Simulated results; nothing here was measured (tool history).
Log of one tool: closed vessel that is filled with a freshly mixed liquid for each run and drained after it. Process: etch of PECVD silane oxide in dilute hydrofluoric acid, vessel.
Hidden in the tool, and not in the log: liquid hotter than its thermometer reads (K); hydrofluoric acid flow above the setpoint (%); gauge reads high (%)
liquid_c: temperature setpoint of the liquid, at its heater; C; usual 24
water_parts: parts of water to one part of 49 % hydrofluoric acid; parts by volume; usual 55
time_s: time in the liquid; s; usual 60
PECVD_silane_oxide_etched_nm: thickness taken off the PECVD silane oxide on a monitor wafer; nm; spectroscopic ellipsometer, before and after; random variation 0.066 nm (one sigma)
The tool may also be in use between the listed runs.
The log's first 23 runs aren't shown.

run,hour,liquid_c,water_parts,time_s,wafers since the last listed run,hours since the thermometer was replaced,hours since the hydrofluoric acid flow meter was replaced,hours since the gauge calibration,"read-back film thickness of the PECVD silane oxide reference wafer, read on the same gauge (nm)",PECVD_silane_oxide_etched_nm
24,713.2,27.5,75,35,3575,1427.8,423.2,212.2,129.99,9.94
25,738.6,24,55,60,3131,1453.2,448.6,237.6,130.05,20.76
# hour 757.7: thermometer replaced
26,759,24,55,60,2391,1.3,469,258,129.98,20.91
27,791.9,26,55,30,4056,34.2,501.9,290.9,129.99,11.34
28,818.7,27,55,95,3304,61,528.7,317.7,130.02,37.47
29,850,26.5,45,50,3858,92.3,560,349,130.05,23.73
30,885,21.5,70,30,4315,127.3,595,384,130,7.22
31,975.9,24,55,85,11206,218.2,685.9,474.9,129.96,29.83

The next listed run, before its measurement:
32,1000.6,24,55,60,3045,242.9,710.6,499.6,?,?

{"run 32": {"read-back film thickness of the PECVD silane oxide reference wafer, read on the same gauge (nm)": 129.97, "PECVD_silane_oxide_etched_nm": 20.99}}
Without the tool's hidden state the same run would have given PECVD_silane_oxide_etched_nm 20.36 nm.
